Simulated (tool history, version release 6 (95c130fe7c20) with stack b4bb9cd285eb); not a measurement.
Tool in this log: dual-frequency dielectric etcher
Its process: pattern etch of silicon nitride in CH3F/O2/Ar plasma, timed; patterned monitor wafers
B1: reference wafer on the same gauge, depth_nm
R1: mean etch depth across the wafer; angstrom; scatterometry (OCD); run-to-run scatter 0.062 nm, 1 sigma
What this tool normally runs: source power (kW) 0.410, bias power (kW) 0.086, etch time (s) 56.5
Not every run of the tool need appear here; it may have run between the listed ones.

{"run": 1, "day": 0.0, "source power (kW)": 0.36, "bias power (kW)": 0.093, "etch time (s)": 56.5, "B1": 46.32, "R1": 403.9}
{"run": 2, "day": 1.225, "source power (kW)": 0.36, "bias power (kW)": 0.093, "etch time (s)": 56.5, "B1": 46.31, "R1": 402.9}
{"run": 3, "day": 2.517, "source power (kW)": 0.36, "bias power (kW)": 0.093, "etch time (s)": 56.5, "B1": 46.31, "R1": 403.1}
{"run": 4, "day": 3.108, "source power (kW)": 0.41, "bias power (kW)": 0.073, "etch time (s)": 56.5, "B1": 46.31, "R1": 379.7}
{"run": 5, "day": 3.712, "source power (kW)": 0.41, "bias power (kW)": 0.086, "etch time (s)": 56.5, "B1": 46.29, "R1": 406.1}
{"run": 6, "day": 4.858, "source power (kW)": 0.41, "bias power (kW)": 0.086, "etch time (s)": 52.0, "B1": 46.3, "R1": 373.5}
{"run": 7, "day": 5.642, "source power (kW)": 0.41, "bias power (kW)": 0.086, "etch time (s)": 52.0, "B1": 46.3, "R1": 372.8}
{"run": 8, "day": 7.125, "source power (kW)": 0.41, "bias power (kW)": 0.086, "etch time (s)": 56.5, "B1": 46.3, "R1": 404.0}
{"run": 9, "day": 7.675, "source power (kW)": 0.41, "bias power (kW)": 0.086, "etch time (s)": 56.5, "B1": 46.3, "R1": 405.3}
{"run": 10, "day": 8.979, "source power (kW)": 0.41, "bias power (kW)": 0.086, "etch time (s)": 56.5, "B1": 46.29, "R1": 404.1}
{"run": 11, "day": 10.162, "source power (kW)": 0.41, "bias power (kW)": 0.086, "etch time (s)": 56.5, "B1": 46.3, "R1": 404.6}
{"day": 10.829, "done": "source power generator calibrated"}
{"run": 12, "day": 10.896, "source power (kW)": 0.41, "bias power (kW)": 0.086, "etch time (s)": 56.5, "B1": 46.31, "R1": 403.9}
{"run": 13, "day": 11.529, "source power (kW)": 0.41, "bias power (kW)": 0.086, "etch time (s)": 56.5, "B1": 46.3, "R1": 403.4}
{"run": 14, "day": 12.142, "source power (kW)": 0.41, "bias power (kW)": 0.086, "etch time (s)": 56.5, "B1": 46.31, "R1": 402.8}
{"day": 14.421, "done": "wet clean of the chamber"}
{"run": 15, "day": 15.45, "source power (kW)": 0.41, "bias power (kW)": 0.086, "etch time (s)": 56.5, "B1": 46.3, "R1": 409.2}
{"run": 16, "day": 16.438, "source power (kW)": 0.45, "bias power (kW)": 0.086, "etch time (s)": 49.0, "B1": 46.28, "R1": 365.5}
{"run": 17, "day": 17.379, "source power (kW)": 0.41, "bias power (kW)": 0.108, "etch time (s)": 49.0, "B1": 46.32, "R1": 390.0}
{"day": 18.442, "done": "upper electrode replaced"}
{"run": 18, "day": 18.488, "source power (kW)": 0.41, "bias power (kW)": 0.086, "etch time (s)": 56.5, "B1": 46.29, "R1": 409.4}
{"run": 19, "day": 19.0, "source power (kW)": 0.37, "bias power (kW)": 0.075, "etch time (s)": 51.5, "B1": 46.3, "R1": 340.7}
{"run": 20, "day": 20.683, "source power (kW)": 0.34, "bias power (kW)": 0.086, "etch time (s)": 62.0, "B1": 46.3, "R1": 422.9}
{"day": 20.992, "done": "bias power generator calibrated"}
{"day": 21.717, "done": "gauge calibrated"}
{"run": 21, "day": 25.183, "source power (kW)": 0.41, "bias power (kW)": 0.066, "etch time (s)": 67.5, "B1": 46.29, "R1": 427.6}
{"run": 22, "day": 26.446, "source power (kW)": 0.41, "bias power (kW)": 0.086, "etch time (s)": 56.5, "B1": 46.31, "R1": 398.6}
{"run": 23, "day": 27.312, "source power (kW)": 0.47, "bias power (kW)": 0.086, "etch time (s)": 56.5, "B1": 46.29, "R1": 415.9}
{"day": 32.0, "done": "wet clean of the chamber"}
{"run": 24, "day": 32.021, "source power (kW)": 0.32, "bias power (kW)": 0.086, "etch time (s)": 56.5, "B1": 46.29, "R1": 372.8}
{"run": 25, "day": 32.104, "source power (kW)": 0.41, "bias power (kW)": 0.086, "etch time (s)": 56.5, "B1": 46.3, "R1": 402.9}
{"run": 26, "day": 32.883, "source power (kW)": 0.35, "bias power (kW)": 0.095, "etch time (s)": 40.0, "B1": 46.32, "R1": 282.4}

Predict each of these 3 candidate next runs independently; none follows another, all start after run 26:
{"run": "A", "day": 32.9, "source power (kW)": 0.41, "bias power (kW)": 0.086, "etch time (s)": 56.5, "B1": "?", "R1": "?"}
{"run": "B", "day": 32.9, "source power (kW)": 0.41, "bias power (kW)": 0.069, "etch time (s)": 40.5, "B1": "?", "R1": "?"}
{"run": "C", "day": 32.9, "source power (kW)": 0.36, "bias power (kW)": 0.086, "etch time (s)": 56.5, "B1": "?", "R1": "?"}

run=A B1=46.31 R1=401.2
run=B B1=46.31 R1=263.0
run=C B1=46.31 R1=385.5
Take away the tool's hidden state, keep each run's random variation, and the runs would have read:
run=A R1=402.0
run=B R1=263.5
run=C R1=386.3

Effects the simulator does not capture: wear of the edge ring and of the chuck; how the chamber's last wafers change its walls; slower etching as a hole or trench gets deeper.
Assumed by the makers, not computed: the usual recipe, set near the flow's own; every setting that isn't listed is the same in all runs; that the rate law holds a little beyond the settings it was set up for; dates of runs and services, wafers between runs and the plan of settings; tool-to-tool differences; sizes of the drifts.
